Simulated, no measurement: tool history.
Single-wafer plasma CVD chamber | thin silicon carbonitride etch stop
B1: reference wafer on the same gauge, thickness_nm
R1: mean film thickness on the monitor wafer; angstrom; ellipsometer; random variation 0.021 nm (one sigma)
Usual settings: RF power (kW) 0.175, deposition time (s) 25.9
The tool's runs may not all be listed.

run 1 day=0 | RF_power_(kW)=0.175 deposition_time_(s)=25.9 | B1=15.3 | R1=138.27
run 2 day=1.154 | RF_power_(kW)=0.175 deposition_time_(s)=25.9 | B1=15.299 | R1=137.65
run 3 day=2.492 | RF_power_(kW)=0.175 deposition_time_(s)=25.9 | B1=15.298 | R1=138.17
run 4 day=3.688 | RF_power_(kW)=0.175 deposition_time_(s)=25.9 | B1=15.3 | R1=137.57
run 5 day=4.829 | RF_power_(kW)=0.175 deposition_time_(s)=25.9 | B1=15.299 | R1=137.46
run 6 day=6.608 | RF_power_(kW)=0.175 deposition_time_(s)=25.9 | B1=15.304 | R1=137.78
run 7 day=8.954 | RF_power_(kW)=0.175 deposition_time_(s)=25.9 | B1=15.305 | R1=137.86
run 8 day=11.058 | RF_power_(kW)=0.2 deposition_time_(s)=25.9 | B1=15.302 | R1=144.21
run 9 day=12.558 | RF_power_(kW)=0.2 deposition_time_(s)=25.9 | B1=15.3 | R1=144.59
run 10 day=13.717 | RF_power_(kW)=0.2 deposition_time_(s)=25.9 | B1=15.299 | R1=144.5
run 11 day=15.517 | RF_power_(kW)=0.175 deposition_time_(s)=25.9 | B1=15.297 | R1=137.29
run 12 day=16.6 | RF_power_(kW)=0.175 deposition_time_(s)=25.9 | B1=15.3 | R1=137.26
-- day=17.212 RF generator calibrated
run 13 day=18.258 | RF_power_(kW)=0.175 deposition_time_(s)=25.9 | B1=15.298 | R1=139.43
run 14 day=20.817 | RF_power_(kW)=0.175 deposition_time_(s)=25.9 | B1=15.301 | R1=139.28
run 15 day=21.829 | RF_power_(kW)=0.175 deposition_time_(s)=25.9 | B1=15.301 | R1=139.59
-- day=22.008 gauge calibrated
run 16 day=24.775 | RF_power_(kW)=0.145 deposition_time_(s)=24.4 | B1=15.302 | R1=122.32
run 17 day=25.954 | RF_power_(kW)=0.175 deposition_time_(s)=29.6 | B1=15.302 | R1=159.15
-- day=27.05 showerhead replaced
run 18 day=28.742 | RF_power_(kW)=0.185 deposition_time_(s)=27.7 | B1=15.304 | R1=152.24
run 19 day=29.992 | RF_power_(kW)=0.2 deposition_time_(s)=29.3 | B1=15.303 | R1=165.73
run 20 day=32.688 | RF_power_(kW)=0.175 deposition_time_(s)=25.9 | B1=15.301 | R1=139.04
run 21 day=34.121 | RF_power_(kW)=0.2 deposition_time_(s)=28.3 | B1=15.303 | R1=159.8
-- day=35.121 thermocouple changed; heater temperature recalibrated
run 22 day=36.892 | RF_power_(kW)=0.2 deposition_time_(s)=22.5 | B1=15.3 | R1=127.07
run 23 day=38.821 | RF_power_(kW)=0.205 deposition_time_(s)=21.1 | B1=15.301 | R1=120.13
run 24 day=41.417 | RF_power_(kW)=0.205 deposition_time_(s)=25.9 | B1=15.301 | R1=147.47
run 25 day=42.917 | RF_power_(kW)=0.175 deposition_time_(s)=21.1 | B1=15.298 | R1=113.12
run 26 day=44.604 | RF_power_(kW)=0.175 deposition_time_(s)=28.5 | B1=15.298 | R1=152.81
run 27 day=46.208 | RF_power_(kW)=0.16 deposition_time_(s)=21.5 | B1=15.298 | R1=111.28
run 28 day=47.642 | RF_power_(kW)=0.145 deposition_time_(s)=24.4 | B1=15.3 | R1=122.01
run 29 day=48.983 | RF_power_(kW)=0.15 deposition_time_(s)=30.1 | B1=15.297 | R1=151.87
run 30 day=51.038 | RF_power_(kW)=0.175 deposition_time_(s)=25.9 | B1=15.297 | R1=138.75

The tool's hidden state at each run:
wafer temperature above the value expected at the setpoint (K): 0 in every run
gauge reads high (%): 0 in every run
H1: delivered RF power above the setpoint (%)
run=1 H1=-3.45
run=2 H1=-3.5
run=3 H1=-3.55
run=4 H1=-3.59
run=5 H1=-3.63
run=6 H1=-3.7
run=7 H1=-3.79
run=8 H1=-3.87
run=9 H1=-3.92
run=10 H1=-3.96
run=11 H1=-4.03
run=12 H1=-4.07
run=13 H1=-0.0995
run=14 H1=-0.195
run=15 H1=-0.232
run=16 H1=-0.342
run=17 H1=-0.386
run=18 H1=-0.49
run=19 H1=-0.536
run=20 H1=-0.637
run=21 H1=-0.69
run=22 H1=-0.793
run=23 H1=-0.865
run=24 H1=-0.962
run=25 H1=-1.02
run=26 H1=-1.08
run=27 H1=-1.14
run=28 H1=-1.19
run=29 H1=-1.24
run=30 H1=-1.32
